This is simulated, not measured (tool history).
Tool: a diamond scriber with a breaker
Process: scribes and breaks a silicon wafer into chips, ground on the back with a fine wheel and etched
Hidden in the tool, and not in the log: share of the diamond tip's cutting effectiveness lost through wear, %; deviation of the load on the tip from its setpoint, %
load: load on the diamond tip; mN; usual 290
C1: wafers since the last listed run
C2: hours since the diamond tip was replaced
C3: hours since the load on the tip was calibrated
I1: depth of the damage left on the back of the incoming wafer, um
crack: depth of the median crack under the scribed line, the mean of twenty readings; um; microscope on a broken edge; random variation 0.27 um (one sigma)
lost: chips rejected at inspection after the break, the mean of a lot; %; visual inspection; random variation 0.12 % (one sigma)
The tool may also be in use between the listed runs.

Run 1, day 0.000: usual settings; C1 0; C2 24.3; C3 778.8; I1 0.44. Result: crack 13.29 um, lost 2.09 %.
Run 2, day 0.433: usual settings; C1 15; C2 34.7; C3 789.2; I1 0.42. Result: crack 13.15 um, lost 2.07 %.
Run 3, day 0.729: usual settings; C1 10; C2 41.8; C3 796.3; I1 0.42. Result: crack 14.05 um, lost 1.65 %.
Run 4, day 1.271: usual settings; C1 19; C2 54.8; C3 809.3; I1 0.33. Result: crack 13.37 um, lost 2.16 %.
Run 5, day 2.012: usual settings; C1 26; C2 72.6; C3 827.1; I1 0.74. Result: crack 12.82 um, lost 2.08 %.
Run 6, day 2.525: usual settings; C1 18; C2 84.9; C3 839.4; I1 0.76. Result: crack 12.64 um, lost 2.50 %.
Run 7, day 2.883: usual settings; C1 12; C2 93.5; C3 848.0; I1 0.48. Result: crack 13.05 um, lost 2.42 %.
Run 8, day 3.179: usual settings; C1 10; C2 100.6; C3 855.1; I1 0.37. Result: crack 12.93 um, lost 2.96 %.
Run 9, day 3.804: usual settings; C1 22; C2 115.6; C3 870.1; I1 0.69. Result: crack 12.79 um, lost 2.57 %.
Run 10, day 4.138: usual settings; C1 11; C2 123.6; C3 878.1; I1 0.64. Result: crack 12.55 um, lost 2.86 %.
Run 11, day 4.804: usual settings; C1 23; C2 139.6; C3 894.1; I1 0.50. Result: crack 12.63 um, lost 3.25 %.
Run 12, day 5.325: usual settings but load 339 mN; C1 18; C2 152.1; C3 906.6; I1 0.32. Result: crack 14.62 um, lost 2.01 %.
Run 13, day 5.771: usual settings but load 351 mN; C1 15; C2 162.8; C3 917.3; I1 0.34. Result: crack 14.51 um, lost 2.21 %.
Run 14, day 6.225: usual settings but load 351 mN; C1 16; C2 173.7; C3 928.2; I1 0.49. Result: crack 13.90 um, lost 1.97 %.
Run 15, day 6.525: usual settings; C1 10; C2 180.9; C3 935.4; I1 0.35. Result: crack 11.84 um, lost 4.20 %.
Run 16, day 7.154: usual settings; C1 22; C2 196.0; C3 950.5; I1 0.67. Result: crack 12.20 um, lost 4.54 %.
At day 7.562: diamond tip replaced by a new one, of another model than before.
Run 17, day 7.758: usual settings but load 310 mN; C1 18; C2 4.7; C3 965.0; I1 0.58. Result: crack 14.60 um, lost 2.07 %.
Run 18, day 8.400: usual settings but load 310 mN; C1 22; C2 20.1; C3 980.4; I1 0.46. Result: crack 14.24 um, lost 1.61 %.
Run 19, day 8.929: usual settings but load 373 mN; C1 18; C2 32.8; C3 993.1; I1 0.33. Result: crack 15.33 um, lost 3.76 %.
Run 20, day 9.275: usual settings but load 255 mN; C1 12; C2 41.1; C3 1001.4; I1 0.41. Result: crack 12.64 um, lost 2.98 %.
Run 21, day 9.633: usual settings but load 360 mN; C1 12; C2 49.7; C3 1010.0; I1 0.35. Result: crack 14.79 um, lost 2.77 %.
Run 22, day 10.312: usual settings; C1 23; C2 66.0; C3 1026.3; I1 0.39. Result: crack 13.58 um, lost 2.06 %.
Run 23, day 10.575: usual settings but load 209 mN; C1 9; C2 72.3; C3 1032.6; I1 0.68. Result: crack 11.35 um, lost 8.11 %.
Run 24, day 11.138: usual settings but load 356 mN; C1 19; C2 85.8; C3 1046.1; I1 0.55. Result: crack 14.71 um, lost 2.12 %.
Run 25, day 11.712: usual settings; C1 20; C2 99.6; C3 1059.9; I1 0.53. Result: crack 12.56 um, lost 2.34 %.
Run 26, day 12.183: usual settings but load 353 mN; C1 16; C2 110.9; C3 1071.2; I1 0.61. Result: crack 13.98 um, lost 2.07 %.

Run 27 comes next. What will it give?
Run 27, day 12.642: usual settings but load 266 mN; C1 16; C2 121.9; C3 1082.2; I1 0.80. Result: crack ?, lost ?.

Run 27 gave crack 12.32 um, lost 4.66 %.
Without the tool's hidden state the same run would have given crack 13.31 um, lost 2.28 %.

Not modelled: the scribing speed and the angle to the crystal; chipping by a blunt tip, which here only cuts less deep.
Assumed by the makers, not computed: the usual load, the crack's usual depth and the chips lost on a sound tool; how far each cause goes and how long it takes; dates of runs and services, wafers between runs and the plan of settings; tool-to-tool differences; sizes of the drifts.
